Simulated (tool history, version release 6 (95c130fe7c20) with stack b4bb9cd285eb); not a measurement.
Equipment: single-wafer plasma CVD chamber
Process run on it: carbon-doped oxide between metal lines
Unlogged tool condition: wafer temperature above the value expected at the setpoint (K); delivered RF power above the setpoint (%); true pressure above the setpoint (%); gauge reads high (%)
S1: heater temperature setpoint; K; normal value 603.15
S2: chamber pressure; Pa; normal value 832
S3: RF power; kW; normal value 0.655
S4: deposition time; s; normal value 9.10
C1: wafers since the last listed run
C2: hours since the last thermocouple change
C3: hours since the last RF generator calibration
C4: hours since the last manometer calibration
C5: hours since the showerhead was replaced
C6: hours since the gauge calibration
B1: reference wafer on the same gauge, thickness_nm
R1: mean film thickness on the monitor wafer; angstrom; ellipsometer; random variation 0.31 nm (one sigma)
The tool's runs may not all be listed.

run,day,S1,S2,S3,S4,C1,C2,C3,C4,C5,C6,B1,R1
1,0.000,603.15,832,0.745,7.75,0,997.2,1622.9,2583.1,5994.7,267.0,71.380,541.57
2,2.121,603.15,832,0.745,7.75,1738,1048.1,1673.8,2634.0,6045.6,317.9,71.375,547.24
3,3.454,603.15,832,0.655,9.10,1092,1080.1,1705.8,2666.0,6077.6,349.9,71.439,577.25
4,5.329,603.15,832,0.655,9.10,1536,1125.1,1750.8,2711.0,6122.6,394.9,71.516,574.22
5,7.096,603.15,832,0.655,9.10,1447,1167.5,1793.2,2753.4,6165.0,437.3,71.687,574.23
6,9.846,608.15,832,0.655,9.10,2253,1233.5,1859.2,2819.4,6231.0,503.3,71.325,565.44
7,11.562,609.15,683,0.655,9.10,1406,1274.7,1900.4,2860.6,6272.2,544.5,71.434,557.84
8,12.788,609.15,683,0.655,9.10,1003,1304.1,1929.8,2890.0,6301.6,573.9,71.572,558.46
# day 15.529: capacitance manometer re-zeroed and calibrated
9,15.550,599.15,832,0.655,9.10,1990,1370.4,1996.1,0.5,6367.9,640.2,71.478,583.18
10,17.242,599.15,832,0.655,9.10,1386,1411.0,2036.7,41.1,6408.5,680.8,71.544,576.31
11,18.983,603.15,971,0.715,9.10,1427,1452.8,2078.5,82.9,6450.3,722.6,71.546,611.97
# day 20.696: RF generator calibrated
12,21.492,596.15,887,0.655,9.10,1782,1513.0,19.1,143.1,6510.5,782.8,71.359,613.96
# day 22.842: thermocouple changed; heater temperature recalibrated
13,23.083,603.15,913,0.655,10.42,1031,5.8,57.3,181.3,6548.7,821.0,71.528,683.17
14,25.683,603.15,832,0.655,9.10,2130,68.2,119.7,243.7,6611.1,883.4,71.543,603.26
15,27.392,603.15,832,0.655,9.10,1400,109.2,160.7,284.7,6652.1,924.4,71.507,593.92
# day 28.217: gauge calibrated
16,29.925,603.15,757,0.550,9.10,2076,170.0,221.5,345.5,6712.9,41.0,71.474,505.57
# day 30.917: showerhead replaced
17,31.975,599.15,832,0.580,9.10,1406,219.2,270.7,394.7,25.4,90.2,71.650,543.18
18,33.638,592.15,832,0.655,8.24,1362,259.1,310.6,434.6,65.3,130.1,71.224,558.41
19,36.308,603.15,832,0.655,7.78,2188,323.2,374.7,498.7,129.4,194.2,71.535,509.78
20,39.042,603.15,832,0.620,9.10,2240,388.8,440.3,564.3,195.0,259.8,71.451,563.39

For each entry between runs, how does the tool's hidden state at the last listed run before it compare with that at the first listed run after it?
Runs 8 to 9: capacitance manometer re-zeroed and calibrated (day 15.529)
  delivered RF power above the setpoint (%): -6.24 -> -6.43
  measured less the result without the state, R1: -31.39 -> -33.86 angstrom
Runs 11 to 12: RF generator calibrated (day 20.696)
  delivered RF power above the setpoint (%): -6.67 -> -0.446
  measured less the result without the state, R1: -36.22 -> -2.26 angstrom
Runs 12 to 13: thermocouple changed; heater temperature recalibrated (day 22.842)
  delivered RF power above the setpoint (%): -0.446 -> -0.556
  measured less the result without the state, R1: -2.26 -> -3.14 angstrom
Runs 15 to 16: gauge calibrated (day 28.217)
  delivered RF power above the setpoint (%): -0.854 -> -1.03
  measured less the result without the state, R1: -4.25 -> -4.55 angstrom
Runs 16 to 17: showerhead replaced (day 30.917)
  delivered RF power above the setpoint (%): -1.03 -> -1.17
  measured less the result without the state, R1: -4.55 -> -5.53 angstrom
